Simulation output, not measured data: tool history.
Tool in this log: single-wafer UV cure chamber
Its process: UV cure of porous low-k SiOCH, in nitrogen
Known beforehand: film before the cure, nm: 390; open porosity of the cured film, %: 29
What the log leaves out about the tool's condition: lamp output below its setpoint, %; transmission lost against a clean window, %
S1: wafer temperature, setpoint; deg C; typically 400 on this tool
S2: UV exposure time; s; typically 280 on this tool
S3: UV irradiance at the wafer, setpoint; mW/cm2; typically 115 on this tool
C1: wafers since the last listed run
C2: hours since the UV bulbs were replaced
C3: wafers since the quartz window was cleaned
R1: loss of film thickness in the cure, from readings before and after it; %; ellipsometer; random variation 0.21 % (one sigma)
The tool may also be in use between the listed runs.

run	day	S1	S2	S3	C1	C2	C3	R1
1	0	400	280	115	0	1401	687	14.156
2	0.404	400	280	115	118	1410.7	805	14.505
3	2.4	400	280	115	586	1458.6	1392	13.782
4	3.029	384	280	128	184	1473.7	1577	14.371
# day 4.658: quartz window cleaned
5	4.825	384	280	128	430	1516.8	48	15.29
6	5.217	400	320	115	115	1526.2	163	15.629
7	5.629	400	320	115	121	1536.1	285	15.199
8	6.929	400	320	115	382	1567.3	667	14.753
# day 7.321: UV bulbs replaced
9	7.421	384	280	128	46	2.4	713	14.44
10	8.142	400	280	115	211	19.7	925	13.883
11	8.817	400	335	143	198	35.9	1124	15.771
12	9.438	407	280	115	182	50.8	1306	14.47
13	9.917	384	325	83	140	62.3	1447	12.791
14	10.642	400	280	115	213	79.7	1660	13.838
15	10.938	415	135	115	86	86.8	1747	10.514
16	11.188	392	345	153	73	92.8	1821	16.229
17	12.617	389	185	152	420	127.1	2241	12.636

Predict each of these 3 candidate next runs independently; none follows another, all start after run 17:
A	12.633	400	280	115	4	127.5	2246	?
B	12.633	400	280	128	4	127.5	2246	?
C	12.633	400	280	139	4	127.5	2246	?

run	R1
A	13.98
B	14.53
C	14.956
Stripped of hidden state, with their random variation kept, the same runs would have yielded:
run	R1
A	15.181
B	15.741
C	16.174

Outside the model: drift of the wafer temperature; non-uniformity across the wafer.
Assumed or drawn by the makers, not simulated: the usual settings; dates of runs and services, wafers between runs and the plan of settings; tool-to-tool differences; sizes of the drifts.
